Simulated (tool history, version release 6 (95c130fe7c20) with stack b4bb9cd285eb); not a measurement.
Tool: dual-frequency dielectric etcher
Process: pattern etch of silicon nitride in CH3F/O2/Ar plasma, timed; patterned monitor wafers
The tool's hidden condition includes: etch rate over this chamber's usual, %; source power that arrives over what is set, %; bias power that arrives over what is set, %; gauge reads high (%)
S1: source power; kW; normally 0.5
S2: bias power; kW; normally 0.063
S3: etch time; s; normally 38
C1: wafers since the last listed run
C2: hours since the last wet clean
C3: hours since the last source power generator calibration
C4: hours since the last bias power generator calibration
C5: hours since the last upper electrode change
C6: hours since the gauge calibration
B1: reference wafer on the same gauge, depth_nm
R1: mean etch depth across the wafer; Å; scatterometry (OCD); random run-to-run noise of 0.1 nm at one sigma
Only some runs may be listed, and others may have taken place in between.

Run 1, hour 0: usual settings; C1 0; C2 90.7; C3 1499.9; C4 1573; C5 3615.4; C6 1204.8; B1 31.42. Result: R1 265.9 Å.
Run 2, hour 58.1: usual settings; C1 1056; C2 148.8; C3 1558; C4 1631.1; C5 3673.5; C6 1262.9; B1 31.42. Result: R1 268.4 Å.
Run 3, hour 257.9: usual settings; C1 3634; C2 348.6; C3 1757.8; C4 1830.9; C5 3873.3; C6 1462.7; B1 31.39. Result: R1 272.5 Å.
Run 4, hour 288.3: usual settings but S1 0.47 kW; C1 552; C2 379; C3 1788.2; C4 1861.3; C5 3903.7; C6 1493.1; B1 31.38. Result: R1 265.9 Å.
Run 5, hour 312.7: usual settings but S1 0.47 kW; C1 443; C2 403.4; C3 1812.6; C4 1885.7; C5 3928.1; C6 1517.5; B1 31.42. Result: R1 267.8 Å.
At hour 359.5: wet clean of the chamber.
At hour 471.5: gauge calibrated.
Run 6, hour 473.7: usual settings but S2 0.067 kW; C1 2491; C2 114.2; C3 1973.6; C4 2046.7; C5 4089.1; C6 2.2; B1 31.39. Result: R1 258.6 Å.
Run 7, hour 526.2: usual settings but S2 0.067 kW; C1 954; C2 166.7; C3 2026.1; C4 2099.2; C5 4141.6; C6 54.7; B1 31.39. Result: R1 259.1 Å.
Run 8, hour 563.8: usual settings but S2 0.072 kW; C1 683; C2 204.3; C3 2063.7; C4 2136.8; C5 4179.2; C6 92.3; B1 31.41. Result: R1 264.5 Å.
At hour 613.6: source power generator calibrated.
At hour 618.9: bias power generator calibrated.
At hour 640.4: wet clean of the chamber, repeated, since the last time left the tool worse.
Run 9, hour 640.9: usual settings but S2 0.072 kW; C1 864; C2 0.5; C3 27.3; C4 22; C5 4256.3; C6 169.4; B1 31.41. Result: R1 275.7 Å.
Run 10, hour 676.6: usual settings; C1 649; C2 36.2; C3 63; C4 57.7; C5 4292; C6 205.1; B1 31.42. Result: R1 267 Å.
At hour 713.7: upper electrode replaced.
Run 11, hour 735.8: usual settings; C1 640; C2 95.4; C3 122.2; C4 116.9; C5 22.1; C6 264.3; B1 31.41. Result: R1 267.6 Å.
Run 12, hour 789.2: usual settings but S1 0.4 kW, S2 0.075 kW; C1 971; C2 148.8; C3 175.6; C4 170.3; C5 75.5; C6 317.7; B1 31.42. Result: R1 261 Å.
Run 13, hour 838.7: usual settings but S1 0.54 kW, S2 0.059 kW, S3 42 s; C1 900; C2 198.3; C3 225.1; C4 219.8; C5 125; C6 367.2; B1 31.41. Result: R1 298.7 Å.
Run 14, hour 908.6: usual settings; C1 1271; C2 268.2; C3 295; C4 289.7; C5 194.9; C6 437.1; B1 31.39. Result: R1 270.8 Å.
Run 15, hour 975.8: usual settings but S1 0.56 kW, S2 0.069 kW; C1 1222; C2 335.4; C3 362.2; C4 356.9; C5 262.1; C6 504.3; B1 31.39. Result: R1 291.1 Å.
Run 16, hour 999.9: usual settings but S1 0.42 kW, S2 0.074 kW, S3 45.5 s; C1 438; C2 359.5; C3 386.3; C4 381; C5 286.2; C6 528.4; B1 31.42. Result: R1 321.8 Å.
Run 17, hour 1030.9: usual settings; C1 563; C2 390.5; C3 417.3; C4 412; C5 317.2; C6 559.4; B1 31.41. Result: R1 271.7 Å.
At hour 1062.7: wet clean of the chamber.
Run 18, hour 1072.2: usual settings but S1 0.42 kW, S2 0.072 kW, S3 27.5 s; C1 314; C2 9.5; C3 458.6; C4 453.3; C5 358.5; C6 600.7; B1 31.41. Result: R1 187.8 Å.
Run 19, hour 1113.7: usual settings but S1 0.42 kW, S2 0.074 kW, S3 45.5 s; C1 754; C2 51; C3 500.1; C4 494.8; C5 400; C6 642.2; B1 31.4. Result: R1 315.7 Å.
Run 20, hour 1160.2: usual settings but S2 0.077 kW, S3 43.5 s; C1 845; C2 97.5; C3 546.6; C4 541.3; C5 446.5; C6 688.7; B1 31.42. Result: R1 326.5 Å.
Run 21, hour 1225.2: usual settings but S3 27.5 s; C1 1182; C2 162.5; C3 611.6; C4 606.3; C5 511.5; C6 753.7; B1 31.39. Result: R1 196.2 Å.

Alternative continuations, all from the tool just after run 21; predict every row:
Run A, hour 1225.6: usual settings but S1 0.43 kW; C1 7; C2 162.9; C3 612; C4 606.7; C5 511.9; C6 754.1; B1 ?. Result: R1 ?.
Run B, hour 1225.6: usual settings but S1 0.4 kW, S3 27.5 s; C1 7; C2 162.9; C3 612; C4 606.7; C5 511.9; C6 754.1; B1 ?. Result: R1 ?.
Run C, hour 1225.6: usual settings but S1 0.56 kW, S2 0.058 kW, S3 31 s; C1 7; C2 162.9; C3 612; C4 606.7; C5 511.9; C6 754.1; B1 ?. Result: R1 ?.
Run D, hour 1225.6: usual settings but S3 29.5 s; C1 7; C2 162.9; C3 612; C4 606.7; C5 511.9; C6 754.1; B1 ?. Result: R1 ?.
Run E, hour 1225.6: usual settings but S1 0.6 kW, S2 0.054 kW; C1 7; C2 162.9; C3 612; C4 606.7; C5 511.9; C6 754.1; B1 ?. Result: R1 ?.

run     B1     R1
  A  31.41  254.1
  B  31.41  179.2
  C  31.41  222.4
  D  31.41  208.2
  E  31.41  273.8
Without the tool's unlogged condition, the same runs would have read:
run     R1
  A  250.7
  B  176.8
  C  219.4
  D  205.5
  E  270.1
